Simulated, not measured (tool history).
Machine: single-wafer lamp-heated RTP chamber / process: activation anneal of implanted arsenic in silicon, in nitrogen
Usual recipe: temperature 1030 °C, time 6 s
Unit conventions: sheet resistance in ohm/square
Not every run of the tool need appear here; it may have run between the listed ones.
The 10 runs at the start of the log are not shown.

run	hour	temperature	time	wafers since the last listed run	wafers since the last pyrometer calibration	wafers since the reflector plate was cleaned	hours since the gauge calibration	read-back reference wafer on the same gauge, sheet resistance	sheet resistance
11	324.1	1030	6	480	3545	7986	113.5	144.09	122.21
12	350.5	1030	8	628	4173	8614	139.9	144.04	117.03
13	366.7	1030	8	385	4559	9000	156.1	143.94	116.98
# hour 387.1: pyrometer window cleaned and pyrometer calibrated
14	391.5	1049	8	399	105	9399	180.9	144.46	113.89
15	427.2	1049	8	849	955	10249	216.6	143.72	113.1
16	448.9	1030	9	516	1472	10766	238.3	144.33	118.08
17	463.1	1030	3	338	1810	11104	252.5	143.86	129.16
18	493	1049	6	711	2521	11815	282.4	143.95	117.04
19	515.8	1046	9	542	3064	12358	305.2	144.38	112.41
20	531.5	1040	3	373	3438	12732	320.9	144	125.88
21	560.6	1030	6	692	4130	13425	350	144.06	120.36
22	586.4	1045	9	614	4745	14039	375.8	144.23	111.74
# hour 610.4: reflector plate cleaned
23	613.9	1009	9	464	5209	82	403.3	143.87	122.28
# hour 623.1: gauge calibrated
# hour 640: pyrometer window cleaned and pyrometer calibrated
24	648	1014	5	621	191	703	24.9	143.8	131.32
25	674.7	1004	4	635	826	1339	51.6	143.75	136.22
26	706.8	1039	6	764	1590	2103	83.7	144.24	119.17
27	735.3	1030	6	678	2269	2781	112.2	143.61	121.8
28	762.3	1047	6	642	2911	3424	139.2	144.11	116.13
29	783.5	1030	6	504	3416	3929	160.4	144.11	121.68
30	804	1053	6	487	3904	4417	180.9	143.84	115.58

Consider 3 possible next runs. They are alternatives, not a sequence: every one starts from the tool as it was left by run 30. What does each give?
A	804.4	1030	6	9	3913	4426	181.3	?	?
B	804.4	1039	7	9	3913	4426	181.3	?	?
C	804.4	1038	3	9	3913	4426	181.3	?	?

run	read-back reference wafer on the same gauge, sheet resistance	sheet resistance
A	143.82	121.59
B	143.82	117.6
C	143.82	126.35
Had the tool no hidden state, the same runs would have come out as:
run	sheet resistance
A	124.08
B	119.97
C	128.73
